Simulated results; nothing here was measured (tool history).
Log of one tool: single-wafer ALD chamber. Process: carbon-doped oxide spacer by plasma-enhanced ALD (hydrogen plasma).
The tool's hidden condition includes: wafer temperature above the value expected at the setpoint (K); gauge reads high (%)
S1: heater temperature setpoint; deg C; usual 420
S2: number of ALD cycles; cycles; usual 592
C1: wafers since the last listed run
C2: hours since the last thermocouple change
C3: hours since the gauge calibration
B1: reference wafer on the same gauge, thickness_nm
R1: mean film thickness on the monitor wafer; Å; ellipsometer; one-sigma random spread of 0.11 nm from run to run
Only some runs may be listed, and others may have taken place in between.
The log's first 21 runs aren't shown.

run 22 hour=1672.5 | S1=426 S2=592 | C1=50 C2=635.2 C3=220.8 | B1=31.195 | R1=281.4
run 23 hour=1726.8 | S1=420 S2=592 | C1=47 C2=689.5 C3=275.1 | B1=31.157 | R1=286
run 24 hour=1818 | S1=424 S2=478 | C1=79 C2=780.7 C3=366.3 | B1=31.194 | R1=227.31
run 25 hour=1862.4 | S1=409 S2=657 | C1=38 C2=825.1 C3=410.7 | B1=31.182 | R1=332.19
run 26 hour=1939.6 | S1=420 S2=561 | C1=67 C2=902.3 C3=487.9 | B1=31.154 | R1=271.1
run 27 hour=1984 | S1=420 S2=655 | C1=38 C2=946.7 C3=532.3 | B1=31.21 | R1=317.45
run 28 hour=2057.1 | S1=426 S2=523 | C1=63 C2=1019.8 C3=605.4 | B1=31.22 | R1=247.1
-- hour=2121.4 thermocouple changed; heater temperature recalibrated
run 29 hour=2139.1 | S1=420 S2=699 | C1=64 C2=17.7 C3=687.4 | B1=31.227 | R1=339.29
run 30 hour=2241.4 | S1=420 S2=496 | C1=89 C2=120 C3=789.7 | B1=31.22 | R1=239.43
run 31 hour=2329.6 | S1=412 S2=495 | C1=77 C2=208.2 C3=877.9 | B1=31.166 | R1=245.93
run 32 hour=2420.7 | S1=420 S2=592 | C1=79 C2=299.3 C3=969 | B1=31.201 | R1=287.69
run 33 hour=2502.9 | S1=420 S2=523 | C1=71 C2=381.5 C3=1051.2 | B1=31.238 | R1=251.76
run 34 hour=2585.1 | S1=420 S2=592 | C1=71 C2=463.7 C3=1133.4 | B1=31.22 | R1=285.7
run 35 hour=2632.9 | S1=405 S2=709 | C1=41 C2=511.5 C3=1181.2 | B1=31.211 | R1=360.69
run 36 hour=2723.5 | S1=414 S2=708 | C1=79 C2=602.1 C3=1271.8 | B1=31.216 | R1=349.03
run 37 hour=2819.3 | S1=420 S2=701 | C1=83 C2=697.9 C3=1367.6 | B1=31.254 | R1=341.03
run 38 hour=2903.3 | S1=420 S2=592 | C1=73 C2=781.9 C3=1451.6 | B1=31.209 | R1=287.63
run 39 hour=2984.3 | S1=413 S2=514 | C1=70 C2=862.9 C3=1532.6 | B1=31.203 | R1=256.75

Predict each of these 4 candidate next runs independently; none follows another, all start after run 39:
run A hour=2985.6 | S1=420 S2=491 | C1=1 C2=864.2 C3=1533.9 | B1=? | R1=?
run B hour=2985.6 | S1=432 S2=592 | C1=1 C2=864.2 C3=1533.9 | B1=? | R1=?
run C hour=2985.6 | S1=406 S2=520 | C1=1 C2=864.2 C3=1533.9 | B1=? | R1=?
run D hour=2985.6 | S1=430 S2=657 | C1=1 C2=864.2 C3=1533.9 | B1=? | R1=?

run=A B1=31.221 R1=238.28
run=B B1=31.221 R1=274.75
run=C B1=31.221 R1=265.21
run=D B1=31.221 R1=307.24
What these runs would have given with no unlogged condition in the tool:
run=A R1=238.28
run=B R1=274.75
run=C R1=265.21
run=D R1=307.24

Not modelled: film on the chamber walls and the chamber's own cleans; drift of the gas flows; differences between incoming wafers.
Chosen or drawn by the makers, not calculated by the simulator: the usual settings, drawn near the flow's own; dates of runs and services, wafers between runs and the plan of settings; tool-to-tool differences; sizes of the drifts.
